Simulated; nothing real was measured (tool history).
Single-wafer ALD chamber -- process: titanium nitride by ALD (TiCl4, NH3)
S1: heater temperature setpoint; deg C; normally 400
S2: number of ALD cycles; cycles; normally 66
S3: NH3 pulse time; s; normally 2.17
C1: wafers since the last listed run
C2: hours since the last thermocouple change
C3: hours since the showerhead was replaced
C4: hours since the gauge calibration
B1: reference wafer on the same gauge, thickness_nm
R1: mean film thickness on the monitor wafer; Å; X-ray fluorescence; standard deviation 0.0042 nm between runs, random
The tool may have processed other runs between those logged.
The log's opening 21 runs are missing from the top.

run 22 hour=551.8 | S1=404 S2=75 S3=2.17 | C1=56 C2=90 C3=4935.8 C4=167.1 | B1=1.632 | R1=16.02
run 23 hour=565.3 | S1=392 S2=62 S3=2.54 | C1=38 C2=103.5 C3=4949.3 C4=180.6 | B1=1.631 | R1=13.21
run 24 hour=598.4 | S1=400 S2=55 S3=2.62 | C1=93 C2=136.6 C3=4982.4 C4=213.7 | B1=1.631 | R1=11.82
run 25 hour=630 | S1=400 S2=66 S3=2.46 | C1=88 C2=168.2 C3=5014 C4=245.3 | B1=1.633 | R1=14.17
run 26 hour=652.3 | S1=400 S2=59 S3=2.5 | C1=62 C2=190.5 C3=5036.3 C4=267.6 | B1=1.634 | R1=12.74
run 27 hour=670.8 | S1=400 S2=72 S3=2.17 | C1=52 C2=209 C3=5054.8 C4=286.1 | B1=1.635 | R1=15.39
run 28 hour=687.4 | S1=409 S2=66 S3=2.7 | C1=46 C2=225.6 C3=5071.4 C4=302.7 | B1=1.634 | R1=14.27
-- hour=721 showerhead replaced
run 29 hour=723.2 | S1=405 S2=70 S3=2.51 | C1=78 C2=261.4 C3=2.2 C4=338.5 | B1=1.633 | R1=15.03
run 30 hour=735.5 | S1=400 S2=66 S3=2.17 | C1=34 C2=273.7 C3=14.5 C4=350.8 | B1=1.636 | R1=14.02
run 31 hour=767.4 | S1=400 S2=66 S3=1.53 | C1=89 C2=305.6 C3=46.4 C4=382.7 | B1=1.636 | R1=13.9
run 32 hour=788.7 | S1=393 S2=70 S3=2.17 | C1=59 C2=326.9 C3=67.7 C4=404 | B1=1.637 | R1=14.85

Run 33 is up next; what results do you expect?
run 33 hour=800.8 | S1=414 S2=60 S3=1.68 | C1=34 C2=339 C3=79.8 C4=416.1 | B1=? | R1=?

For run 33 the tool returned B1 1.638, R1 12.75 Å.
On a tool with no hidden condition, and with the same random variation, this run would have come out at R1 12.69 Å.
